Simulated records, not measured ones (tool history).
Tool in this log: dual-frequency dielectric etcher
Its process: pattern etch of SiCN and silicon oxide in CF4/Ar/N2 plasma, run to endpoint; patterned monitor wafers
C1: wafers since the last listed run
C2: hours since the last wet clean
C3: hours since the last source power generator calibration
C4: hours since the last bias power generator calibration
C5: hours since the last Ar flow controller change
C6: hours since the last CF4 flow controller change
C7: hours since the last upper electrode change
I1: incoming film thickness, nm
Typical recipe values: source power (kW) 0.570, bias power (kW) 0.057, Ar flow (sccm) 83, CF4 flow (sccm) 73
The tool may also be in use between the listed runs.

Run 1, day 0.000: usual settings; C1 0; C2 242.4; C3 1712.3; C4 1285.6; C5 0.5; C6 3153.4; C7 5123.4; I1 10.38. Result: endpoint time (s) 9.4.
At day 0.271: CF4 flow controller replaced.
Run 2, day 1.250: usual settings but Ar flow (sccm) 96; C1 443; C2 272.4; C3 1742.3; C4 1315.6; C5 30.5; C6 23.5; C7 5153.4; I1 10.41. Result: endpoint time (s) 9.6.
Run 3, day 2.588: usual settings but Ar flow (sccm) 96; C1 593; C2 304.5; C3 1774.4; C4 1347.7; C5 62.6; C6 55.6; C7 5185.5; I1 10.55. Result: endpoint time (s) 9.7.
Run 4, day 3.588: usual settings but Ar flow (sccm) 96; C1 443; C2 328.5; C3 1798.4; C4 1371.7; C5 86.6; C6 79.6; C7 5209.5; I1 10.42. Result: endpoint time (s) 9.6.
Run 5, day 4.562: usual settings but Ar flow (sccm) 72; C1 432; C2 351.9; C3 1821.8; C4 1395.1; C5 110.0; C6 103.0; C7 5232.9; I1 10.35. Result: endpoint time (s) 9.2.
Run 6, day 5.538: usual settings; C1 432; C2 375.3; C3 1845.2; C4 1418.5; C5 133.4; C6 126.4; C7 5256.3; I1 10.35. Result: endpoint time (s) 9.3.
Run 7, day 6.579: usual settings; C1 462; C2 400.3; C3 1870.2; C4 1443.5; C5 158.4; C6 151.4; C7 5281.3; I1 10.49. Result: endpoint time (s) 9.4.
Run 8, day 7.608: usual settings but bias power (kW) 0.048, Ar flow (sccm) 89, CF4 flow (sccm) 85; C1 456; C2 425.0; C3 1894.9; C4 1468.2; C5 183.1; C6 176.1; C7 5306.0; I1 10.36. Result: endpoint time (s) 9.7.
At day 7.825: bias power generator calibrated.
Run 9, day 8.629: usual settings but Ar flow (sccm) 72; C1 379; C2 449.5; C3 1919.4; C4 19.3; C5 207.6; C6 200.6; C7 5330.5; I1 10.31. Result: endpoint time (s) 9.1.
Run 10, day 10.067: usual settings; C1 637; C2 484.0; C3 1953.9; C4 53.8; C5 242.1; C6 235.1; C7 5365.0; I1 10.47. Result: endpoint time (s) 9.4.
At day 10.829: source power generator calibrated.
Run 11, day 11.417: usual settings but bias power (kW) 0.052, CF4 flow (sccm) 88; C1 525; C2 516.4; C3 14.1; C4 86.2; C5 274.5; C6 267.5; C7 5397.4; I1 10.43. Result: endpoint time (s) 9.0.
Run 12, day 12.221: usual settings; C1 356; C2 535.7; C3 33.4; C4 105.5; C5 293.8; C6 286.8; C7 5416.7; I1 10.35. Result: endpoint time (s) 9.0.
Run 13, day 13.496: usual settings but source power (kW) 0.470, Ar flow (sccm) 104; C1 565; C2 566.3; C3 64.0; C4 136.1; C5 324.4; C6 317.4; C7 5447.3; I1 10.34. Result: endpoint time (s) 10.6.
At day 15.500: wet clean of the chamber.
At day 15.792: upper electrode replaced.
Run 14, day 15.812: usual settings but source power (kW) 0.650, Ar flow (sccm) 77; C1 454; C2 7.5; C3 119.6; C4 191.7; C5 380.0; C6 373.0; C7 0.5; I1 10.37. Result: endpoint time (s) 8.3.
Run 15, day 15.967: usual settings; C1 68; C2 11.2; C3 123.3; C4 195.4; C5 383.7; C6 376.7; C7 4.2; I1 10.43. Result: endpoint time (s) 9.3.
Run 16, day 16.650: usual settings; C1 303; C2 27.6; C3 139.7; C4 211.8; C5 400.1; C6 393.1; C7 20.6; I1 10.36. Result: endpoint time (s) 9.3.
Run 17, day 17.458: usual settings but Ar flow (sccm) 76; C1 358; C2 47.0; C3 159.1; C4 231.2; C5 419.5; C6 412.5; C7 40.0; I1 10.35. Result: endpoint time (s) 9.2.
Run 18, day 18.562: usual settings but Ar flow (sccm) 76, CF4 flow (sccm) 82; C1 489; C2 73.5; C3 185.6; C4 257.7; C5 446.0; C6 439.0; C7 66.5; I1 10.40. Result: endpoint time (s) 9.0.
Run 19, day 19.467: usual settings but Ar flow (sccm) 90, CF4 flow (sccm) 65; C1 401; C2 95.2; C3 207.3; C4 279.4; C5 467.7; C6 460.7; C7 88.2; I1 10.40. Result: endpoint time (s) 9.6.
Run 20, day 20.362: usual settings but source power (kW) 0.470; C1 397; C2 116.7; C3 228.8; C4 300.9; C5 489.2; C6 482.2; C7 109.7; I1 10.27. Result: endpoint time (s) 10.4.
Run 21, day 21.158: usual settings but source power (kW) 0.500, Ar flow (sccm) 71; C1 353; C2 135.8; C3 247.9; C4 320.0; C5 508.3; C6 501.3; C7 128.8; I1 10.41. Result: endpoint time (s) 10.0.
Run 22, day 21.850: usual settings; C1 306; C2 152.4; C3 264.5; C4 336.6; C5 524.9; C6 517.9; C7 145.4; I1 10.44. Result: endpoint time (s) 9.3.
Run 23, day 22.575: usual settings but source power (kW) 0.470, Ar flow (sccm) 69; C1 321; C2 169.8; C3 281.9; C4 354.0; C5 542.3; C6 535.3; C7 162.8; I1 10.32. Result: endpoint time (s) 10.4.
Run 24, day 23.312: usual settings but Ar flow (sccm) 67; C1 327; C2 187.5; C3 299.6; C4 371.7; C5 560.0; C6 553.0; C7 180.5; I1 10.59. Result: endpoint time (s) 9.3.
Run 25, day 24.508: usual settings but source power (kW) 0.710, bias power (kW) 0.043, Ar flow (sccm) 65; C1 530; C2 216.2; C3 328.3; C4 400.4; C5 588.7; C6 581.7; C7 209.2; I1 10.47. Result: endpoint time (s) 8.4.

List, for all runs, the conditions of the tool that the log does not record:
bias power that arrives over what is set, %: 0 on each run
Ar flow that arrives over what is set, %: 0 on each run
CF4 flow that arrives over what is set, %: 0 on each run
H1: etch rate over this chamber's usual, %
H2: source power that arrives over what is set, %
run       H1       H2
  1     1.34    -4.42
  2     1.45    -4.44
  3     1.56    -4.46
  4     1.65    -4.47
  5     1.73    -4.48
  6     1.81    -4.49
  7      1.9     -4.5
  8     1.99    -4.51
  9     2.08    -4.52
 10      2.2    -4.54
 11     2.32  -0.0093
 12     2.39   -0.162
 13      2.5   -0.395
 14  -0.0455    -0.79
 15  -0.0323   -0.815
 16   0.0264   -0.925
 17   0.0958    -1.05
 18    0.191    -1.22
 19    0.268    -1.35
 20    0.345    -1.47
 21    0.414    -1.58
 22    0.473    -1.67
 23    0.535    -1.77
 24    0.599    -1.86
 25    0.701       -2

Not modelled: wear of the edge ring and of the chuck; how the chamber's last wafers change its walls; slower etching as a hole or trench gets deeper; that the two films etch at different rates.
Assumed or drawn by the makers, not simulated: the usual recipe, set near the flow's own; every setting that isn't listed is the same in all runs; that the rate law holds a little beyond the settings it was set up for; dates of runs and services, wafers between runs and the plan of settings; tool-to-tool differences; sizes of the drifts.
